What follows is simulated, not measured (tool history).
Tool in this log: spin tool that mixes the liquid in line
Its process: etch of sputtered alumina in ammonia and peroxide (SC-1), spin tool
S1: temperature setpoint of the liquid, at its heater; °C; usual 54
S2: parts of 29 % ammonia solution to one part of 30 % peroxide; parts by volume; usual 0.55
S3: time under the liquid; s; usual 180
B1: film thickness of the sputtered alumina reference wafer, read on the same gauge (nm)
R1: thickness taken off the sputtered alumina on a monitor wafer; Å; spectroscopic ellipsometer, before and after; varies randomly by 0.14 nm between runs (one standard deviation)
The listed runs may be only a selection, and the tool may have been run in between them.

run,hour,S1,S2,S3,B1,R1
1,0,48,0.55,180,130.04,113.6
2,40.7,48,0.55,180,130,115.8
# hour 84.7: thermometer replaced
3,146.1,54,0.4,140,129.99,129.7
4,223,50,0.35,285,130.02,213.1
5,280.4,54,0.55,180,130.03,170.9
# hour 302.9: new drum of ammonia solution connected
6,335.1,61.5,0.3,150,130.03,198
7,438.9,54,0.55,180,130,169.4
# hour 443.7: gauge calibrated
8,515.9,50.5,0.65,100,129.98,78.4
9,577.5,50.5,0.3,75,129.99,54.1
10,671.7,54,0.65,265,129.99,247.2
11,709.5,46.5,0.75,235,130.03,147.2
12,749.7,54,0.55,235,129.97,216.7
# hour 785.4: ammonia flow meter replaced
13,796.4,54,0.75,180,130.02,169.8
14,849.9,51.5,0.8,80,130,65.8
15,900.5,54,0.55,180,130.03,162
16,962.6,54,0.55,95,129.98,86.1
17,1026.9,44.5,0.45,215,130,111
18,1074.6,45,0.3,120,130.02,62.6
19,1173.2,48.5,0.45,180,130.02,114
20,1226.9,59,0.65,235,129.99,273.6
# hour 1269.4: thermometer replaced
21,1270.4,54,0.55,180,130.02,174.7
22,1353.9,54,0.55,180,129.97,172.5
23,1516.9,61,0.55,180,130.05,247.2
# hour 1537.2: new drum of ammonia solution connected
24,1597.2,60,0.3,260,130.01,316.2

Predict the results of run 25:
25,1698,62.5,0.7,255,?,?

B1: 129.99
R1: 377.8 Å
On a tool with no hidden condition, and with the same random variation, this run would have come out at R1 393 Å.
